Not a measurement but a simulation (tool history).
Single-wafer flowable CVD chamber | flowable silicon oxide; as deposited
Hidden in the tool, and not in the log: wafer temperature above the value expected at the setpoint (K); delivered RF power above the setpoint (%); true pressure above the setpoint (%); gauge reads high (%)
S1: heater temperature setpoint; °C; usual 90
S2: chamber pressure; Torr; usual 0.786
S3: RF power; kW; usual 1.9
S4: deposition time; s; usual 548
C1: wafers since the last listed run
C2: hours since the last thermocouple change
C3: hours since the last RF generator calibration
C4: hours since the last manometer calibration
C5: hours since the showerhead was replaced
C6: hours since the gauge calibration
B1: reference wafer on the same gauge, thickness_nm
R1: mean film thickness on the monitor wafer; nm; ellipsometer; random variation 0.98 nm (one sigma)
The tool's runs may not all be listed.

run	hour	S1	S2	S3	S4	C1	C2	C3	C4	C5	C6	B1	R1
1	0	90	0.637	1.9	548	0	936	1497.6	1161.1	4055.5	435.8	373.583	303.527
2	8.1	90	0.637	1.9	548	27	944.1	1505.7	1169.2	4063.6	443.9	373.017	305.298
3	15.8	90	0.637	1.9	548	25	951.8	1513.4	1176.9	4071.3	451.6	372.949	304.518
4	33.1	90	0.786	1.9	548	58	969.1	1530.7	1194.2	4088.6	468.9	372.775	375.923
# hour 50.9: showerhead replaced
# hour 58.6: thermocouple changed; heater temperature recalibrated
# hour 59.8: capacitance manometer re-zeroed and calibrated
5	60.3	90	0.786	1.9	548	34	1.7	1557.9	0.5	9.4	496.1	372.97	352.281
6	60.8	90	0.786	1.9	548	1	2.2	1558.4	1	9.9	496.6	372.684	350.744
7	65.2	90	0.786	1.9	548	14	6.6	1562.8	5.4	14.3	501	373.213	350.852
8	72.3	90	0.786	1.9	548	23	13.7	1569.9	12.5	21.4	508.1	372.956	350.477
9	88.8	90	0.786	1.9	548	55	30.2	1586.4	29	37.9	524.6	372.911	350.009
# hour 91.5: gauge calibrated
10	102.3	90	0.786	1.9	494	45	43.7	1599.9	42.5	51.4	10.8	372.847	317.064
# hour 117.5: thermocouple changed; heater temperature recalibrated, repeated, since the last time left the tool worse
11	118	90	0.786	1.9	548	25	0.5	1615.6	58.2	67.1	26.5	373.058	403.846
12	126.2	90	0.786	1.9	596	27	8.7	1623.8	66.4	75.3	34.7	373.093	438.873
13	140.1	90	0.637	1.9	548	46	22.6	1637.7	80.3	89.2	48.6	372.726	326.1
# hour 159.6: RF generator calibrated
14	160.1	90	0.786	1.9	491	40	42.6	0.5	100.3	109.2	68.6	372.916	360.523
15	162.9	80	0.786	1.9	609	9	45.4	3.3	103.1	112	71.4	372.93	583.786
16	169.4	101	0.786	1.76	548	21	51.9	9.8	109.6	118.5	77.9	372.955	282.062
17	182.8	90	0.786	1.9	548	45	65.3	23.2	123	131.9	91.3	372.879	401.388
18	193.4	104	0.899	1.705	482	35	75.9	33.8	133.6	142.5	101.9	372.888	253.254
19	199.8	90	0.649	1.75	548	21	82.3	40.2	140	148.9	108.3	372.836	319.473
20	216.1	90	0.728	1.9	548	54	98.6	56.5	156.3	165.2	124.6	372.592	371.541
21	246.6	75	0.882	1.9	548	102	129.1	87	186.8	195.7	155.1	372.969	657.472
22	258.9	90	0.786	1.9	548	41	141.4	99.3	199.1	208	167.4	372.918	399.909
23	276.5	90	0.786	1.9	548	59	159	116.9	216.7	225.6	185	372.959	399.411
24	287.1	90	0.978	1.9	548	35	169.6	127.5	227.3	236.2	195.6	373.082	495.726
25	297.5	90	0.786	1.9	638	34	180	137.9	237.7	246.6	206	373.475	463.742
26	313.5	90	0.786	2.025	548	53	196	153.9	253.7	262.6	222	372.457	406.871
27	324	90	0.786	1.73	548	35	206.5	164.4	264.2	273.1	232.5	373.232	381.161
28	334.8	99	0.786	1.9	548	36	217.3	175.2	275	283.9	243.3	372.829	304.91
29	346.2	80	0.786	1.9	609	38	228.7	186.6	286.4	295.3	254.7	372.872	577.177

3 ways to go on from here, each from the tool as it stands after run 29. What would each give?
A	346.8	90	0.786	1.67	548	2	229.3	187.2	287	295.9	255.3	?	?
B	346.8	90	0.848	1.9	548	2	229.3	187.2	287	295.9	255.3	?	?
C	346.8	90	0.786	2.04	548	2	229.3	187.2	287	295.9	255.3	?	?

run	B1	R1
A	373.257	372.677
B	373.257	427.926
C	373.257	406.471
Without the tool's hidden state the same runs would have given:
run	R1
A	377.881
B	433.903
C	412.148
